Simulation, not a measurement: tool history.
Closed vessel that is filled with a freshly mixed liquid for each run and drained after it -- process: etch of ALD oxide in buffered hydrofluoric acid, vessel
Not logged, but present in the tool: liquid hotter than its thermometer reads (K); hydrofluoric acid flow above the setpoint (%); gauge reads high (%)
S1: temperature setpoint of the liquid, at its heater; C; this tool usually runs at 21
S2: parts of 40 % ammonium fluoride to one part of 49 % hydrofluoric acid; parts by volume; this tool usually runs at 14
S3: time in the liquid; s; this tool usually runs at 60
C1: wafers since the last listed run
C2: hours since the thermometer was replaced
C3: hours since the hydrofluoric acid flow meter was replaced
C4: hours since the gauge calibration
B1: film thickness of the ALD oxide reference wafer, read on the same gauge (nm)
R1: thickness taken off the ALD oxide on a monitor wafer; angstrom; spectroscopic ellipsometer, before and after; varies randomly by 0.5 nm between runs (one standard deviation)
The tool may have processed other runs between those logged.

{"run": 1, "hour": 0.0, "S1": 21, "S2": 14, "S3": 60, "C1": 0, "C2": 659.8, "C3": 1085.1, "C4": 1613.4, "B1": 119.99, "R1": 1419}
{"run": 2, "hour": 87.2, "S1": 21, "S2": 14, "S3": 60, "C1": 6623, "C2": 747, "C3": 1172.3, "C4": 1700.6, "B1": 120.02, "R1": 1416.3}
{"run": 3, "hour": 267.5, "S1": 21, "S2": 14, "S3": 60, "C1": 13695, "C2": 927.3, "C3": 1352.6, "C4": 1880.9, "B1": 120, "R1": 1417.5}
{"hour": 367.9, "done": "gauge calibrated"}
{"run": 4, "hour": 372.9, "S1": 21, "S2": 14, "S3": 60, "C1": 8006, "C2": 1032.7, "C3": 1458, "C4": 5, "B1": 120.02, "R1": 1416.4}
{"run": 5, "hour": 458.0, "S1": 18.5, "S2": 11.5, "S3": 60, "C1": 6464, "C2": 1117.8, "C3": 1543.1, "C4": 90.1, "B1": 119.98, "R1": 1505.2}
{"run": 6, "hour": 500.9, "S1": 18.5, "S2": 11.5, "S3": 60, "C1": 3258, "C2": 1160.7, "C3": 1586, "C4": 133, "B1": 119.99, "R1": 1501.5}
{"run": 7, "hour": 543.5, "S1": 21, "S2": 14, "S3": 60, "C1": 3235, "C2": 1203.3, "C3": 1628.6, "C4": 175.6, "B1": 120.02, "R1": 1420.8}
{"hour": 610.6, "done": "hydrofluoric acid flow meter replaced"}
{"run": 8, "hour": 635.9, "S1": 21, "S2": 14, "S3": 60, "C1": 6942, "C2": 1295.7, "C3": 25.3, "C4": 268, "B1": 120, "R1": 1402.4}
{"run": 9, "hour": 702.0, "S1": 21, "S2": 15.5, "S3": 60, "C1": 5021, "C2": 1361.8, "C3": 91.4, "C4": 334.1, "B1": 120, "R1": 1263.9}
{"run": 10, "hour": 800.4, "S1": 21, "S2": 15.5, "S3": 60, "C1": 7474, "C2": 1460.2, "C3": 189.8, "C4": 432.5, "B1": 119.98, "R1": 1268.3}
{"run": 11, "hour": 853.6, "S1": 22, "S2": 14, "S3": 70, "C1": 4041, "C2": 1513.4, "C3": 243, "C4": 485.7, "B1": 120.01, "R1": 1719.6}
{"run": 12, "hour": 919.2, "S1": 23, "S2": 11.5, "S3": 30, "C1": 4983, "C2": 1579, "C3": 308.6, "C4": 551.3, "B1": 119.99, "R1": 949.8}
{"run": 13, "hour": 971.7, "S1": 21, "S2": 14, "S3": 60, "C1": 3987, "C2": 1631.5, "C3": 361.1, "C4": 603.8, "B1": 120.01, "R1": 1398.9}
{"run": 14, "hour": 1039.1, "S1": 21, "S2": 14, "S3": 60, "C1": 5119, "C2": 1698.9, "C3": 428.5, "C4": 671.2, "B1": 120, "R1": 1399.5}
{"run": 15, "hour": 1098.3, "S1": 21, "S2": 14, "S3": 60, "C1": 4496, "C2": 1758.1, "C3": 487.7, "C4": 730.4, "B1": 120, "R1": 1408.1}
{"run": 16, "hour": 1184.0, "S1": 21, "S2": 14, "S3": 60, "C1": 6509, "C2": 1843.8, "C3": 573.4, "C4": 816.1, "B1": 120.02, "R1": 1413.5}
{"run": 17, "hour": 1250.1, "S1": 21, "S2": 18, "S3": 75, "C1": 5021, "C2": 1909.9, "C3": 639.5, "C4": 882.2, "B1": 120.01, "R1": 1375}
{"run": 18, "hour": 1299.2, "S1": 17.5, "S2": 14, "S3": 60, "C1": 3729, "C2": 1959, "C3": 688.6, "C4": 931.3, "B1": 119.99, "R1": 1152.8}
{"run": 19, "hour": 1372.4, "S1": 17, "S2": 16.5, "S3": 60, "C1": 5560, "C2": 2032.2, "C3": 761.8, "C4": 1004.5, "B1": 119.97, "R1": 952.1}
{"run": 20, "hour": 1455.7, "S1": 24, "S2": 14, "S3": 75, "C1": 6327, "C2": 2115.5, "C3": 845.1, "C4": 1087.8, "B1": 120.01, "R1": 2076.8}
{"hour": 1495.9, "done": "thermometer replaced"}
{"run": 21, "hour": 1540.4, "S1": 21, "S2": 14, "S3": 30, "C1": 6357, "C2": 44.5, "C3": 929.8, "C4": 1172.5, "B1": 119.99, "R1": 701.6}
{"run": 22, "hour": 1576.8, "S1": 25.5, "S2": 12.5, "S3": 90, "C1": 2764, "C2": 80.9, "C3": 966.2, "C4": 1208.9, "B1": 119.99, "R1": 3018.6}
{"run": 23, "hour": 1680.6, "S1": 21, "S2": 10, "S3": 60, "C1": 7884, "C2": 184.7, "C3": 1070, "C4": 1312.7, "B1": 120, "R1": 1952.9}
{"run": 24, "hour": 1747.1, "S1": 17, "S2": 9, "S3": 30, "C1": 5051, "C2": 251.2, "C3": 1136.5, "C4": 1379.2, "B1": 119.99, "R1": 837.4}
{"run": 25, "hour": 1813.6, "S1": 25, "S2": 11, "S3": 95, "C1": 5051, "C2": 317.7, "C3": 1203, "C4": 1445.7, "B1": 119.99, "R1": 3521.1}
{"run": 26, "hour": 1849.9, "S1": 21, "S2": 14, "S3": 60, "C1": 2757, "C2": 354, "C3": 1239.3, "C4": 1482, "B1": 120, "R1": 1410.6}
{"run": 27, "hour": 1939.5, "S1": 26, "S2": 12.5, "S3": 75, "C1": 6806, "C2": 443.6, "C3": 1328.9, "C4": 1571.6, "B1": 120.01, "R1": 2586.8}
{"run": 28, "hour": 2005.9, "S1": 21, "S2": 9, "S3": 60, "C1": 5043, "C2": 510, "C3": 1395.3, "C4": 1638, "B1": 119.98, "R1": 2110.5}
{"run": 29, "hour": 2056.2, "S1": 17.5, "S2": 10.5, "S3": 60, "C1": 3820, "C2": 560.3, "C3": 1445.6, "C4": 1688.3, "B1": 119.99, "R1": 1544.6}
{"run": 30, "hour": 2160.2, "S1": 21, "S2": 14, "S3": 85, "C1": 7899, "C2": 664.3, "C3": 1549.6, "C4": 1792.3, "B1": 120.01, "R1": 2016}
{"hour": 2169.9, "done": "gauge calibrated"}
{"run": 31, "hour": 2253.0, "S1": 17, "S2": 16, "S3": 60, "C1": 7049, "C2": 757.1, "C3": 1642.4, "C4": 83.1, "B1": 120, "R1": 1000.4}
{"run": 32, "hour": 2360.0, "S1": 21, "S2": 14, "S3": 60, "C1": 8127, "C2": 864.1, "C3": 1749.4, "C4": 190.1, "B1": 120.03, "R1": 1419.7}
{"run": 33, "hour": 2452.6, "S1": 21, "S2": 15.5, "S3": 60, "C1": 7034, "C2": 956.7, "C3": 1842, "C4": 282.7, "B1": 119.98, "R1": 1293.4}
{"run": 34, "hour": 2534.3, "S1": 21, "S2": 14, "S3": 60, "C1": 6206, "C2": 1038.4, "C3": 1923.7, "C4": 364.4, "B1": 120.01, "R1": 1425.4}
{"hour": 2602.4, "done": "hydrofluoric acid flow meter replaced"}
{"run": 35, "hour": 2617.5, "S1": 21, "S2": 8.5, "S3": 60, "C1": 6244, "C2": 1121.6, "C3": 15.1, "C4": 447.6, "B1": 120, "R1": 2188.9}

For each entry between runs, how does the tool's hidden state at the last listed run before it compare with that at the first listed run after it?
In the gap between runs 3 and 4: gauge calibrated (hour 367.9)
  hydrofluoric acid flow above the setpoint (%): 1.81 -> 1.94
  measured value less the no-hidden-state value, R1: +24.7 -> +26.5 angstrom
In the gap between runs 7 and 8: hydrofluoric acid flow meter replaced (hour 610.6)
  hydrofluoric acid flow above the setpoint (%): 2.15 -> 0.187
  measured value less the no-hidden-state value, R1: +29.4 -> +2.6 angstrom
In the gap between runs 20 and 21: thermometer replaced (hour 1495.9)
  hydrofluoric acid flow above the setpoint (%): 1.19 -> 1.3
  measured value less the no-hidden-state value, R1: +24 -> +8.8 angstrom
In the gap between runs 30 and 31: gauge calibrated (hour 2169.9)
  hydrofluoric acid flow above the setpoint (%): 2.06 -> 2.17
  measured value less the no-hidden-state value, R1: +39.9 -> +21 angstrom
In the gap between runs 34 and 35: hydrofluoric acid flow meter replaced (hour 2602.4)
  hydrofluoric acid flow above the setpoint (%): 2.52 -> 0.0368
  measured value less the no-hidden-state value, R1: +34.4 -> +0.9 angstrom

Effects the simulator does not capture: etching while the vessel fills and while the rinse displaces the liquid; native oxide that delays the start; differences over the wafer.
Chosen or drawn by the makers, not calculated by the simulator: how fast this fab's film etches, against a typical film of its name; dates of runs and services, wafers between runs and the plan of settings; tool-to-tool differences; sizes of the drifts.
